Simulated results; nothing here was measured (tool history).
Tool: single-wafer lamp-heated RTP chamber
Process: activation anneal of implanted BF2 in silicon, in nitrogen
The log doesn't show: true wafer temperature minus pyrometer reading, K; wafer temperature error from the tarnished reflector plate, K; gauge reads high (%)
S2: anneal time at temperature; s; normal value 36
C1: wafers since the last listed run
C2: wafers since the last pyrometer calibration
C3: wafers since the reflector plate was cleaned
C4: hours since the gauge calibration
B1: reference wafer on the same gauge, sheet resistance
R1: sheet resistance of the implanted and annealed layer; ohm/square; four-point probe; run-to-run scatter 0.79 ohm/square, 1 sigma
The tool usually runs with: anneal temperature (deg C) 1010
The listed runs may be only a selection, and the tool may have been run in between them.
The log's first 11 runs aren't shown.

At hour 155.2: reflector plate cleaned.
Run 12, hour 155.7: usual settings but S2 53 s; C1 165; C2 956; C3 8; C4 364.7; B1 132.94. Result: R1 140.77 ohm/square.
Run 13, hour 167: usual settings; C1 171; C2 1128; C3 179; C4 376; B1 132.96. Result: R1 147 ohm/square.
Run 14, hour 182.7: usual settings but anneal temperature (deg C) 996; C1 238; C2 1366; C3 417; C4 391.7; B1 132.91. Result: R1 161.13 ohm/square.
Run 15, hour 198.5: usual settings but anneal temperature (deg C) 1019, S2 51 s; C1 239; C2 1606; C3 657; C4 407.5; B1 133.02. Result: R1 131.87 ohm/square.
Run 16, hour 205.6: usual settings; C1 107; C2 1714; C3 765; C4 414.6; B1 133.04. Result: R1 143.91 ohm/square.
Run 17, hour 211.7: usual settings but anneal temperature (deg C) 996, S2 56 s; C1 92; C2 1806; C3 858; C4 420.7; B1 132.89. Result: R1 147.22 ohm/square.
Run 18, hour 223.4: usual settings but anneal temperature (deg C) 1000; C1 177; C2 1984; C3 1035; C4 432.4; B1 132.98. Result: R1 151.85 ohm/square.
Run 19, hour 229.6: usual settings but anneal temperature (deg C) 1018, S2 26 s; C1 94; C2 2078; C3 1129; C4 438.6; B1 132.98. Result: R1 143.41 ohm/square.
At hour 229.9: gauge calibrated.
At hour 242.2: pyrometer window cleaned and pyrometer calibrated.
Run 20, hour 246.3: usual settings; C1 132; C2 61; C3 1262; C4 16.4; B1 132.93. Result: R1 151.71 ohm/square.
Run 21, hour 257: usual settings; C1 162; C2 224; C3 1424; C4 27.1; B1 133.17. Result: R1 151.57 ohm/square.
Run 22, hour 271.5: usual settings but S2 19 s; C1 220; C2 444; C3 1644; C4 41.6; B1 132.9. Result: R1 166.11 ohm/square.
Run 23, hour 284.3: usual settings but anneal temperature (deg C) 994, S2 27 s; C1 194; C2 638; C3 1838; C4 54.4; B1 133. Result: R1 174.23 ohm/square.
Run 24, hour 291.1: usual settings but anneal temperature (deg C) 1038, S2 51 s; C1 103; C2 742; C3 1942; C4 61.2; B1 132.99. Result: R1 124.93 ohm/square.
Run 25, hour 302.8: usual settings but anneal temperature (deg C) 1018, S2 29 s; C1 177; C2 919; C3 2119; C4 72.9; B1 133.1. Result: R1 144.77 ohm/square.
Run 26, hour 315.9: usual settings but anneal temperature (deg C) 1023; C1 198; C2 1118; C3 2318; C4 86; B1 133.01. Result: R1 137.16 ohm/square.
Run 27, hour 322.6: usual settings; C1 101; C2 1220; C3 2420; C4 92.7; B1 133.04. Result: R1 146.25 ohm/square.

For run 28, what comes out?
Run 28, hour 340.1: usual settings; C1 265; C2 1485; C3 2686; C4 110.2; B1 ?. Result: R1 ?.

{"run 28": {"B1": 132.98, "R1": 145.73}}
If the tool had no hidden condition, the same run with the same run-to-run variation would have returned R1 154.71 ohm/square.
